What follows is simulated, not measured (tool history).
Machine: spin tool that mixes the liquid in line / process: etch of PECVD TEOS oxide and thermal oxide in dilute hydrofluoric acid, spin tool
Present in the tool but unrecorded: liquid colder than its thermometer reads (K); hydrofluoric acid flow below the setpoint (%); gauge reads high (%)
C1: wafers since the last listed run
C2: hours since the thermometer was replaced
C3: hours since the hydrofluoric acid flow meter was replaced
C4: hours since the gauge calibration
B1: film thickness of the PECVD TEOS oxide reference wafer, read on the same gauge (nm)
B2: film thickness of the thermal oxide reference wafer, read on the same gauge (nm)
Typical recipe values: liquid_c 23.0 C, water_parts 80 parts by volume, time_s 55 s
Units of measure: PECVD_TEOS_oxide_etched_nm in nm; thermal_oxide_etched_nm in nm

{"run": 1, "hour": 0.0, "liquid_c": 23.0, "water_parts": 80, "time_s": 55, "C1": 0, "C2": 1623.4, "C3": 1383.8, "C4": 209.7, "B1": 40.02, "B2": 80.029, "PECVD_TEOS_oxide_etched_nm": 8.94, "thermal_oxide_etched_nm": 3.047}
{"run": 2, "hour": 17.7, "liquid_c": 23.0, "water_parts": 80, "time_s": 80, "C1": 141, "C2": 1641.1, "C3": 1401.5, "C4": 227.4, "B1": 40.02, "B2": 79.994, "PECVD_TEOS_oxide_etched_nm": 12.96, "thermal_oxide_etched_nm": 4.287}
{"run": 3, "hour": 35.9, "liquid_c": 23.0, "water_parts": 80, "time_s": 75, "C1": 145, "C2": 1659.3, "C3": 1419.7, "C4": 245.6, "B1": 40.0, "B2": 80.006, "PECVD_TEOS_oxide_etched_nm": 12.26, "thermal_oxide_etched_nm": 4.047}
{"run": 4, "hour": 67.8, "liquid_c": 20.0, "water_parts": 80, "time_s": 45, "C1": 254, "C2": 1691.2, "C3": 1451.6, "C4": 277.5, "B1": 39.98, "B2": 79.967, "PECVD_TEOS_oxide_etched_nm": 6.43, "thermal_oxide_etched_nm": 2.131}
{"run": 5, "hour": 99.7, "liquid_c": 23.0, "water_parts": 80, "time_s": 55, "C1": 254, "C2": 1723.1, "C3": 1483.5, "C4": 309.4, "B1": 39.97, "B2": 80.016, "PECVD_TEOS_oxide_etched_nm": 8.88, "thermal_oxide_etched_nm": 2.922}
{"run": 6, "hour": 120.8, "liquid_c": 23.0, "water_parts": 80, "time_s": 55, "C1": 168, "C2": 1744.2, "C3": 1504.6, "C4": 330.5, "B1": 40.01, "B2": 80.035, "PECVD_TEOS_oxide_etched_nm": 8.87, "thermal_oxide_etched_nm": 2.991}
{"run": 7, "hour": 152.1, "liquid_c": 23.0, "water_parts": 65, "time_s": 55, "C1": 250, "C2": 1775.5, "C3": 1535.9, "C4": 361.8, "B1": 39.99, "B2": 80.007, "PECVD_TEOS_oxide_etched_nm": 11.14, "thermal_oxide_etched_nm": 3.796}
{"run": 8, "hour": 183.2, "liquid_c": 23.0, "water_parts": 65, "time_s": 55, "C1": 248, "C2": 1806.6, "C3": 1567.0, "C4": 392.9, "B1": 39.98, "B2": 80.015, "PECVD_TEOS_oxide_etched_nm": 11.09, "thermal_oxide_etched_nm": 3.748}
{"run": 9, "hour": 203.2, "liquid_c": 23.0, "water_parts": 65, "time_s": 55, "C1": 159, "C2": 1826.6, "C3": 1587.0, "C4": 412.9, "B1": 39.97, "B2": 79.975, "PECVD_TEOS_oxide_etched_nm": 11.12, "thermal_oxide_etched_nm": 3.69}
{"run": 10, "hour": 220.6, "liquid_c": 23.0, "water_parts": 80, "time_s": 55, "C1": 139, "C2": 1844.0, "C3": 1604.4, "C4": 430.3, "B1": 39.97, "B2": 80.005, "PECVD_TEOS_oxide_etched_nm": 8.86, "thermal_oxide_etched_nm": 2.924}
{"run": 11, "hour": 239.9, "liquid_c": 23.0, "water_parts": 80, "time_s": 55, "C1": 154, "C2": 1863.3, "C3": 1623.7, "C4": 449.6, "B1": 40.01, "B2": 80.016, "PECVD_TEOS_oxide_etched_nm": 8.88, "thermal_oxide_etched_nm": 3.005}
{"run": 12, "hour": 272.5, "liquid_c": 23.0, "water_parts": 80, "time_s": 55, "C1": 260, "C2": 1895.9, "C3": 1656.3, "C4": 482.2, "B1": 40.01, "B2": 79.999, "PECVD_TEOS_oxide_etched_nm": 8.8, "thermal_oxide_etched_nm": 3.003}
{"run": 13, "hour": 302.2, "liquid_c": 23.0, "water_parts": 80, "time_s": 55, "C1": 237, "C2": 1925.6, "C3": 1686.0, "C4": 511.9, "B1": 40.01, "B2": 80.022, "PECVD_TEOS_oxide_etched_nm": 8.81, "thermal_oxide_etched_nm": 2.942}
{"hour": 330.0, "done": "hydrofluoric acid flow meter replaced"}
{"run": 14, "hour": 335.3, "liquid_c": 21.5, "water_parts": 95, "time_s": 55, "C1": 256, "C2": 1958.7, "C3": 5.3, "C4": 545.0, "B1": 39.98, "B2": 79.991, "PECVD_TEOS_oxide_etched_nm": 6.84, "thermal_oxide_etched_nm": 2.265}
{"run": 15, "hour": 365.5, "liquid_c": 23.0, "water_parts": 80, "time_s": 55, "C1": 241, "C2": 1988.9, "C3": 35.5, "C4": 575.2, "B1": 40.04, "B2": 80.007, "PECVD_TEOS_oxide_etched_nm": 8.79, "thermal_oxide_etched_nm": 2.924}
{"hour": 372.6, "done": "gauge calibrated"}
{"run": 16, "hour": 390.6, "liquid_c": 24.5, "water_parts": 110, "time_s": 35, "C1": 200, "C2": 2014.0, "C3": 60.6, "C4": 18.0, "B1": 40.02, "B2": 79.963, "PECVD_TEOS_oxide_etched_nm": 4.17, "thermal_oxide_etched_nm": 1.407}
{"run": 17, "hour": 419.1, "liquid_c": 23.0, "water_parts": 100, "time_s": 25, "C1": 227, "C2": 2042.5, "C3": 89.1, "C4": 46.5, "B1": 39.98, "B2": 80.015, "PECVD_TEOS_oxide_etched_nm": 3.12, "thermal_oxide_etched_nm": 1.06}
{"run": 18, "hour": 449.2, "liquid_c": 23.0, "water_parts": 80, "time_s": 55, "C1": 240, "C2": 2072.6, "C3": 119.2, "C4": 76.6, "B1": 40.05, "B2": 79.983, "PECVD_TEOS_oxide_etched_nm": 8.76, "thermal_oxide_etched_nm": 2.989}
{"run": 19, "hour": 466.8, "liquid_c": 23.0, "water_parts": 65, "time_s": 55, "C1": 140, "C2": 2090.2, "C3": 136.8, "C4": 94.2, "B1": 39.99, "B2": 80.041, "PECVD_TEOS_oxide_etched_nm": 10.98, "thermal_oxide_etched_nm": 3.679}
{"run": 20, "hour": 501.3, "liquid_c": 20.5, "water_parts": 80, "time_s": 30, "C1": 275, "C2": 2124.7, "C3": 171.3, "C4": 128.7, "B1": 40.0, "B2": 79.976, "PECVD_TEOS_oxide_etched_nm": 4.29, "thermal_oxide_etched_nm": 1.448}
{"run": 21, "hour": 525.6, "liquid_c": 19.0, "water_parts": 65, "time_s": 45, "C1": 194, "C2": 2149.0, "C3": 195.6, "C4": 153.0, "B1": 39.99, "B2": 79.995, "PECVD_TEOS_oxide_etched_nm": 7.55, "thermal_oxide_etched_nm": 2.525}
{"hour": 573.1, "done": "thermometer replaced"}
{"run": 22, "hour": 624.6, "liquid_c": 27.0, "water_parts": 80, "time_s": 30, "C1": 783, "C2": 51.5, "C3": 294.6, "C4": 252.0, "B1": 40.0, "B2": 80.001, "PECVD_TEOS_oxide_etched_nm": 6.15, "thermal_oxide_etched_nm": 2.039}
{"run": 23, "hour": 658.6, "liquid_c": 23.0, "water_parts": 100, "time_s": 25, "C1": 271, "C2": 85.5, "C3": 328.6, "C4": 286.0, "B1": 40.0, "B2": 80.008, "PECVD_TEOS_oxide_etched_nm": 3.39, "thermal_oxide_etched_nm": 1.137}
{"run": 24, "hour": 681.9, "liquid_c": 23.0, "water_parts": 50, "time_s": 55, "C1": 186, "C2": 108.8, "C3": 351.9, "C4": 309.3, "B1": 40.01, "B2": 79.98, "PECVD_TEOS_oxide_etched_nm": 15.88, "thermal_oxide_etched_nm": 5.282}
{"run": 25, "hour": 699.8, "liquid_c": 19.0, "water_parts": 80, "time_s": 55, "C1": 143, "C2": 126.7, "C3": 369.8, "C4": 327.2, "B1": 40.04, "B2": 79.961, "PECVD_TEOS_oxide_etched_nm": 8.13, "thermal_oxide_etched_nm": 2.698}
{"run": 26, "hour": 729.7, "liquid_c": 24.5, "water_parts": 65, "time_s": 40, "C1": 238, "C2": 156.6, "C3": 399.7, "C4": 357.1, "B1": 40.02, "B2": 79.984, "PECVD_TEOS_oxide_etched_nm": 9.27, "thermal_oxide_etched_nm": 3.034}
{"run": 27, "hour": 786.8, "liquid_c": 26.5, "water_parts": 115, "time_s": 55, "C1": 456, "C2": 213.7, "C3": 456.8, "C4": 414.2, "B1": 40.0, "B2": 80.017, "PECVD_TEOS_oxide_etched_nm": 7.3, "thermal_oxide_etched_nm": 2.466}

Consider 3 possible next runs. They are alternatives, not a sequence: every one starts from the tool as it was left by run 27. What does each give?
{"run": "A", "hour": 787.2, "liquid_c": 23.0, "water_parts": 80, "time_s": 65, "C1": 3, "C2": 214.1, "C3": 457.2, "C4": 414.6, "B1": "?", "B2": "?", "PECVD_TEOS_oxide_etched_nm": "?", "thermal_oxide_etched_nm": "?"}
{"run": "B", "hour": 787.2, "liquid_c": 23.0, "water_parts": 105, "time_s": 55, "C1": 3, "C2": 214.1, "C3": 457.2, "C4": 414.6, "B1": "?", "B2": "?", "PECVD_TEOS_oxide_etched_nm": "?", "thermal_oxide_etched_nm": "?"}
{"run": "C", "hour": 787.2, "liquid_c": 21.0, "water_parts": 80, "time_s": 55, "C1": 3, "C2": 214.1, "C3": 457.2, "C4": 414.6, "B1": "?", "B2": "?", "PECVD_TEOS_oxide_etched_nm": "?", "thermal_oxide_etched_nm": "?"}

run=A B1=39.98 B2=80.014 PECVD_TEOS_oxide_etched_nm=11.35 thermal_oxide_etched_nm=3.755
run=B B1=39.98 B2=80.014 PECVD_TEOS_oxide_etched_nm=7.10 thermal_oxide_etched_nm=2.349
run=C B1=39.98 B2=80.014 PECVD_TEOS_oxide_etched_nm=8.84 thermal_oxide_etched_nm=2.927
With no hidden state in the tool, these same runs would have given:
run=A PECVD_TEOS_oxide_etched_nm=11.53 thermal_oxide_etched_nm=3.815
run=B PECVD_TEOS_oxide_etched_nm=7.21 thermal_oxide_etched_nm=2.386
run=C PECVD_TEOS_oxide_etched_nm=8.99 thermal_oxide_etched_nm=2.974
